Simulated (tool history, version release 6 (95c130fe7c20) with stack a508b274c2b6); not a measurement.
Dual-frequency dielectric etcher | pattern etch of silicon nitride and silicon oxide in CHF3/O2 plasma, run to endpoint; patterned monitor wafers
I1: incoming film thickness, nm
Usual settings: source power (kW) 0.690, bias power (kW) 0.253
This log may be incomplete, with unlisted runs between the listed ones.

Run 1, hour 0.0: usual settings; I1 154.3. Result: endpoint time (s) 96.6.
Run 2, hour 29.0: usual settings; I1 152.1. Result: endpoint time (s) 96.7.
Run 3, hour 84.0: usual settings; I1 153.5. Result: endpoint time (s) 97.0.
Run 4, hour 97.8: usual settings; I1 154.0. Result: endpoint time (s) 98.6.
Run 5, hour 123.9: usual settings; I1 154.6. Result: endpoint time (s) 98.7.
Run 6, hour 155.0: usual settings; I1 153.9. Result: endpoint time (s) 98.6.
At hour 190.9: wet clean of the chamber.
At hour 191.5: bias power generator calibrated.
Run 7, hour 192.0: usual settings; I1 154.4. Result: endpoint time (s) 94.9.
Run 8, hour 211.2: usual settings but bias power (kW) 0.225; I1 153.0. Result: endpoint time (s) 99.1.
Run 9, hour 231.3: usual settings but bias power (kW) 0.225; I1 154.2. Result: endpoint time (s) 99.9.
Run 10, hour 258.7: usual settings; I1 152.3. Result: endpoint time (s) 94.2.
Run 11, hour 273.4: usual settings but source power (kW) 0.770, bias power (kW) 0.201; I1 155.5. Result: endpoint time (s) 101.1.
At hour 304.7: source power generator calibrated.
Run 12, hour 305.2: usual settings but source power (kW) 0.750, bias power (kW) 0.233; I1 155.3. Result: endpoint time (s) 96.1.
At hour 334.6: upper electrode replaced.
Run 13, hour 335.1: usual settings but source power (kW) 0.600, bias power (kW) 0.274; I1 154.0. Result: endpoint time (s) 102.7.
Run 14, hour 355.9: usual settings but source power (kW) 0.620, bias power (kW) 0.316; I1 152.9. Result: endpoint time (s) 93.8.
Run 15, hour 383.6: usual settings; I1 154.8. Result: endpoint time (s) 97.1.
Run 16, hour 396.1: usual settings; I1 155.3. Result: endpoint time (s) 98.6.
Run 17, hour 481.5: usual settings but bias power (kW) 0.217; I1 153.6. Result: endpoint time (s) 105.4.
Run 18, hour 507.9: usual settings but source power (kW) 0.730, bias power (kW) 0.228; I1 154.0. Result: endpoint time (s) 100.6.

Give the tool's hidden conditions for every run:
source power that arrives over what is set, %: 0 across all the runs
bias power that arrives over what is set, %: 0 across all the runs
H1: etch rate over this chamber's usual, %
run     H1
  1  -2.65
  2  -3.02
  3  -3.73
  4  -3.91
  5  -4.24
  6  -4.65
  7     -1
  8  -1.25
  9  -1.51
 10  -1.86
 11  -2.05
 12  -2.46
 13  -2.85
 14  -3.12
 15  -3.47
 16  -3.63
 17  -4.73
 18  -5.07

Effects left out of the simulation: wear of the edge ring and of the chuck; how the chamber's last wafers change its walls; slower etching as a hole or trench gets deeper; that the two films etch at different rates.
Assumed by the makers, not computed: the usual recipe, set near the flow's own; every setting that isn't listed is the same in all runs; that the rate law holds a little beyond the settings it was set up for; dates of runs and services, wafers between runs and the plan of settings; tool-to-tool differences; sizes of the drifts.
